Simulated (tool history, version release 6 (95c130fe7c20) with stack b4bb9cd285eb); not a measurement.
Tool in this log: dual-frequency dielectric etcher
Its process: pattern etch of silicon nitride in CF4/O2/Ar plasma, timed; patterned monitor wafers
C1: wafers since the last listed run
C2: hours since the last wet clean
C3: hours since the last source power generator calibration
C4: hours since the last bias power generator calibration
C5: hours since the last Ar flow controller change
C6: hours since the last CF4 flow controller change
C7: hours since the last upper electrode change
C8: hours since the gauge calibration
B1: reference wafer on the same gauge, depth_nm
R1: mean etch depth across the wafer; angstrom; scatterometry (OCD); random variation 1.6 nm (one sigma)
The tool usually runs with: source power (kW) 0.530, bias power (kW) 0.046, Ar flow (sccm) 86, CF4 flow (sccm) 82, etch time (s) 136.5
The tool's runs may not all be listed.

Run 1, hour 0.0: usual settings; C1 0; C2 445.4; C3 2813.6; C4 1784.7; C5 13.1; C6 3549.4; C7 208.6; C8 2229.3; B1 262.8. Result: R1 2617 angstrom.
At hour 39.8: wet clean of the chamber.
Run 2, hour 73.3: usual settings but bias power (kW) 0.037; C1 473; C2 33.5; C3 2886.9; C4 1858.0; C5 86.4; C6 3622.7; C7 281.9; C8 2302.6; B1 263.7. Result: R1 2304 angstrom.
Run 3, hour 154.1: usual settings but bias power (kW) 0.037; C1 775; C2 114.3; C3 2967.7; C4 1938.8; C5 167.2; C6 3703.5; C7 362.7; C8 2383.4; B1 262.9. Result: R1 2333 angstrom.
At hour 168.2: bias power generator calibrated.
At hour 273.2: CF4 flow controller replaced.
At hour 290.2: source power generator calibrated.
Run 4, hour 371.9: usual settings; C1 1955; C2 332.1; C3 81.7; C4 203.7; C5 385.0; C6 98.7; C7 580.5; C8 2601.2; B1 262.3. Result: R1 2545 angstrom.
At hour 378.0: gauge calibrated.
Run 5, hour 477.6: usual settings; C1 1014; C2 437.8; C3 187.4; C4 309.4; C5 490.7; C6 204.4; C7 686.2; C8 99.6; B1 263.1. Result: R1 2574 angstrom.
Run 6, hour 532.5: usual settings; C1 526; C2 492.7; C3 242.3; C4 364.3; C5 545.6; C6 259.3; C7 741.1; C8 154.5; B1 263.6. Result: R1 2599 angstrom.
At hour 616.6: wet clean of the chamber.
Run 7, hour 640.7: usual settings; C1 807; C2 24.1; C3 350.5; C4 472.5; C5 653.8; C6 367.5; C7 849.3; C8 262.7; B1 262.6. Result: R1 2481 angstrom.
Run 8, hour 705.3: usual settings but source power (kW) 0.570, etch time (s) 109.0; C1 619; C2 88.7; C3 415.1; C4 537.1; C5 718.4; C6 432.1; C7 913.9; C8 327.3; B1 262.8. Result: R1 2167 angstrom.
Run 9, hour 745.2: usual settings but CF4 flow (sccm) 99; C1 382; C2 128.6; C3 455.0; C4 577.0; C5 758.3; C6 472.0; C7 953.8; C8 367.2; B1 263.3. Result: R1 2552 angstrom.
Run 10, hour 820.3: usual settings; C1 720; C2 203.7; C3 530.1; C4 652.1; C5 833.4; C6 547.1; C7 1028.9; C8 442.3; B1 262.9. Result: R1 2535 angstrom.
Run 11, hour 898.6: usual settings but source power (kW) 0.640, bias power (kW) 0.037, Ar flow (sccm) 75, CF4 flow (sccm) 71; C1 751; C2 282.0; C3 608.4; C4 730.4; C5 911.7; C6 625.4; C7 1107.2; C8 520.6; B1 262.4. Result: R1 2696 angstrom.
Run 12, hour 939.6: usual settings but bias power (kW) 0.041, Ar flow (sccm) 93, etch time (s) 160.5; C1 393; C2 323.0; C3 649.4; C4 771.4; C5 952.7; C6 666.4; C7 1148.2; C8 561.6; B1 262.9. Result: R1 2835 angstrom.
Run 13, hour 1000.8: usual settings but source power (kW) 0.650, Ar flow (sccm) 102; C1 587; C2 384.2; C3 710.6; C4 832.6; C5 1013.9; C6 727.6; C7 1209.4; C8 622.8; B1 263.2. Result: R1 3055 angstrom.
Run 14, hour 1064.4: usual settings but CF4 flow (sccm) 95; C1 610; C2 447.8; C3 774.2; C4 896.2; C5 1077.5; C6 791.2; C7 1273.0; C8 686.4; B1 263.1. Result: R1 2643 angstrom.
At hour 1117.3: wet clean of the chamber.
Run 15, hour 1161.6: usual settings but Ar flow (sccm) 105; C1 702; C2 44.3; C3 871.4; C4 993.4; C5 1174.7; C6 888.4; C7 1370.2; C8 783.6; B1 262.0. Result: R1 2430 angstrom.
Run 16, hour 1238.3: usual settings but Ar flow (sccm) 69, CF4 flow (sccm) 74, etch time (s) 148.0; C1 735; C2 121.0; C3 948.1; C4 1070.1; C5 1251.4; C6 965.1; C7 1446.9; C8 860.3; B1 263.5. Result: R1 2741 angstrom.
Run 17, hour 1338.5: usual settings but bias power (kW) 0.058, Ar flow (sccm) 97; C1 961; C2 221.2; C3 1048.3; C4 1170.3; C5 1351.6; C6 1065.3; C7 1547.1; C8 960.5; B1 263.4. Result: R1 2841 angstrom.
Run 18, hour 1391.2: usual settings; C1 505; C2 273.9; C3 1101.0; C4 1223.0; C5 1404.3; C6 1118.0; C7 1599.8; C8 1013.2; B1 263.2. Result: R1 2563 angstrom.
Run 19, hour 1471.4: usual settings; C1 769; C2 354.1; C3 1181.2; C4 1303.2; C5 1484.5; C6 1198.2; C7 1680.0; C8 1093.4; B1 262.9. Result: R1 2618 angstrom.
Run 20, hour 1508.5: usual settings but source power (kW) 0.590, etch time (s) 147.5; C1 355; C2 391.2; C3 1218.3; C4 1340.3; C5 1521.6; C6 1235.3; C7 1717.1; C8 1130.5; B1 263.1. Result: R1 3118 angstrom.
Run 21, hour 1611.3: usual settings; C1 986; C2 494.0; C3 1321.1; C4 1443.1; C5 1624.4; C6 1338.1; C7 1819.9; C8 1233.3; B1 262.4. Result: R1 2627 angstrom.

What if the next run were any one of these 4? Each begins from the tool's condition after run 21:
Run A, hour 1611.8: usual settings but bias power (kW) 0.050; C1 4; C2 494.5; C3 1321.6; C4 1443.6; C5 1624.9; C6 1338.6; C7 1820.4; C8 1233.8; B1 ?. Result: R1 ?.
Run B, hour 1611.8: usual settings but source power (kW) 0.650, Ar flow (sccm) 101; C1 4; C2 494.5; C3 1321.6; C4 1443.6; C5 1624.9; C6 1338.6; C7 1820.4; C8 1233.8; B1 ?. Result: R1 ?.
Run C, hour 1611.8: usual settings but source power (kW) 0.470, bias power (kW) 0.049; C1 4; C2 494.5; C3 1321.6; C4 1443.6; C5 1624.9; C6 1338.6; C7 1820.4; C8 1233.8; B1 ?. Result: R1 ?.
Run D, hour 1611.8: usual settings but CF4 flow (sccm) 94, etch time (s) 96.0; C1 4; C2 494.5; C3 1321.6; C4 1443.6; C5 1624.9; C6 1338.6; C7 1820.4; C8 1233.8; B1 ?. Result: R1 ?.

run     B1    R1
  A  262.7  2734
  B  262.7  3123
  C  262.7  2430
  D  262.7  1878
With the hidden condition removed and each run's random variation left untouched, the same runs would have given:
run    R1
  A  2571
  B  2938
  C  2284
  D  1766
